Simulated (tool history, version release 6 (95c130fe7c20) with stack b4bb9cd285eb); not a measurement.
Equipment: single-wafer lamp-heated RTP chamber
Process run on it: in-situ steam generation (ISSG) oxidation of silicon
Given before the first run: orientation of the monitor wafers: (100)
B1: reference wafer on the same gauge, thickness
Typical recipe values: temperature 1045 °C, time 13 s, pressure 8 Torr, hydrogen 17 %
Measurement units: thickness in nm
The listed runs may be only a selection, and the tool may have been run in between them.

{"run": 1, "hour": 0.0, "temperature": 1045, "time": 13, "pressure": 8, "hydrogen": 17, "B1": 4.211, "thickness": 4.917}
{"run": 2, "hour": 48.2, "temperature": 1045, "time": 11, "pressure": 8, "hydrogen": 17, "B1": 4.21, "thickness": 4.498}
{"hour": 67.2, "done": "pyrometer window cleaned and pyrometer calibrated"}
{"run": 3, "hour": 112.5, "temperature": 1045, "time": 11, "pressure": 8, "hydrogen": 17, "B1": 4.213, "thickness": 4.461}
{"run": 4, "hour": 139.6, "temperature": 1058, "time": 13, "pressure": 8, "hydrogen": 17, "B1": 4.213, "thickness": 5.176}
{"run": 5, "hour": 347.6, "temperature": 1058, "time": 13, "pressure": 8, "hydrogen": 17, "B1": 4.212, "thickness": 5.184}
{"run": 6, "hour": 409.5, "temperature": 1058, "time": 13, "pressure": 8, "hydrogen": 17, "B1": 4.21, "thickness": 5.201}
{"run": 7, "hour": 464.8, "temperature": 1045, "time": 13, "pressure": 8, "hydrogen": 17, "B1": 4.214, "thickness": 4.859}
{"run": 8, "hour": 494.3, "temperature": 1045, "time": 13, "pressure": 8, "hydrogen": 17, "B1": 4.207, "thickness": 4.875}
{"run": 9, "hour": 547.5, "temperature": 1045, "time": 13, "pressure": 8, "hydrogen": 17, "B1": 4.21, "thickness": 4.882}
{"run": 10, "hour": 580.4, "temperature": 1045, "time": 13, "pressure": 8, "hydrogen": 17, "B1": 4.21, "thickness": 4.874}
{"run": 11, "hour": 605.9, "temperature": 1045, "time": 13, "pressure": 8, "hydrogen": 17, "B1": 4.215, "thickness": 4.862}
{"run": 12, "hour": 630.4, "temperature": 1045, "time": 13, "pressure": 8, "hydrogen": 17, "B1": 4.209, "thickness": 4.873}
{"run": 13, "hour": 701.5, "temperature": 1045, "time": 13, "pressure": 8, "hydrogen": 17, "B1": 4.21, "thickness": 4.883}
{"hour": 718.6, "done": "gauge calibrated"}
{"run": 14, "hour": 758.8, "temperature": 1040, "time": 13, "pressure": 8, "hydrogen": 20, "B1": 4.207, "thickness": 4.966}
{"run": 15, "hour": 783.4, "temperature": 1045, "time": 11, "pressure": 8.5, "hydrogen": 24, "B1": 4.209, "thickness": 4.911}
{"run": 16, "hour": 852.3, "temperature": 1045, "time": 13, "pressure": 8, "hydrogen": 17, "B1": 4.206, "thickness": 4.881}
{"run": 17, "hour": 897.6, "temperature": 1045, "time": 13, "pressure": 8, "hydrogen": 17, "B1": 4.212, "thickness": 4.912}
{"run": 18, "hour": 949.3, "temperature": 1045, "time": 13, "pressure": 8, "hydrogen": 17, "B1": 4.21, "thickness": 4.894}
{"hour": 967.4, "done": "pyrometer window cleaned and pyrometer calibrated"}
{"hour": 986.7, "done": "hydrogen flow controller replaced"}
{"run": 19, "hour": 987.2, "temperature": 1050, "time": 16, "pressure": 8, "hydrogen": 17, "B1": 4.211, "thickness": 5.549}
{"run": 20, "hour": 1024.8, "temperature": 1039, "time": 11, "pressure": 9.5, "hydrogen": 20, "B1": 4.212, "thickness": 4.474}
{"run": 21, "hour": 1093.6, "temperature": 1045, "time": 13, "pressure": 8, "hydrogen": 17, "B1": 4.211, "thickness": 4.862}
{"run": 22, "hour": 1123.7, "temperature": 1062, "time": 13, "pressure": 6.9, "hydrogen": 17, "B1": 4.21, "thickness": 5.251}
{"run": 23, "hour": 1170.6, "temperature": 1055, "time": 9, "pressure": 8, "hydrogen": 17, "B1": 4.207, "thickness": 4.253}
{"hour": 1185.5, "done": "pressure gauge zeroed"}
{"run": 24, "hour": 1234.2, "temperature": 1045, "time": 13, "pressure": 9.2, "hydrogen": 17, "B1": 4.205, "thickness": 4.837}
{"run": 25, "hour": 1290.9, "temperature": 1045, "time": 13, "pressure": 8, "hydrogen": 25, "B1": 4.209, "thickness": 5.394}
{"run": 26, "hour": 1352.3, "temperature": 1045, "time": 13, "pressure": 8, "hydrogen": 17, "B1": 4.208, "thickness": 4.872}
{"run": 27, "hour": 1414.3, "temperature": 1060, "time": 13, "pressure": 8.5, "hydrogen": 17, "B1": 4.209, "thickness": 5.25}
{"run": 28, "hour": 1478.4, "temperature": 1045, "time": 13, "pressure": 8, "hydrogen": 17, "B1": 4.212, "thickness": 4.866}
{"run": 29, "hour": 1504.9, "temperature": 1050, "time": 15, "pressure": 7.6, "hydrogen": 25, "B1": 4.214, "thickness": 5.916}
{"run": 30, "hour": 1564.1, "temperature": 1045, "time": 9, "pressure": 8, "hydrogen": 17, "B1": 4.211, "thickness": 4.076}

Forecast each of these 5 alternatives for the next run:
{"run": "A", "hour": 1564.5, "temperature": 1059, "time": 13, "pressure": 8, "hydrogen": 17, "B1": "?", "thickness": "?"}
{"run": "B", "hour": 1564.5, "temperature": 1064, "time": 11, "pressure": 7.1, "hydrogen": 17, "B1": "?", "thickness": "?"}
{"run": "C", "hour": 1564.5, "temperature": 1045, "time": 13, "pressure": 8, "hydrogen": 11, "B1": "?", "thickness": "?"}
{"run": "D", "hour": 1564.5, "temperature": 1026, "time": 16, "pressure": 7.6, "hydrogen": 24, "B1": "?", "thickness": "?"}
{"run": "E", "hour": 1564.5, "temperature": 1061, "time": 9, "pressure": 8.5, "hydrogen": 25, "B1": "?", "thickness": "?"}

run=A B1=4.207 thickness=5.247
run=B B1=4.207 thickness=4.914
run=C B1=4.207 thickness=4.423
run=D B1=4.207 thickness=5.392
run=E B1=4.207 thickness=4.837
With the hidden condition removed and each run's random variation left untouched, the same runs would have given:
run=A thickness=5.201
run=B thickness=4.872
run=C thickness=4.387
run=D thickness=5.351
run=E thickness=4.798

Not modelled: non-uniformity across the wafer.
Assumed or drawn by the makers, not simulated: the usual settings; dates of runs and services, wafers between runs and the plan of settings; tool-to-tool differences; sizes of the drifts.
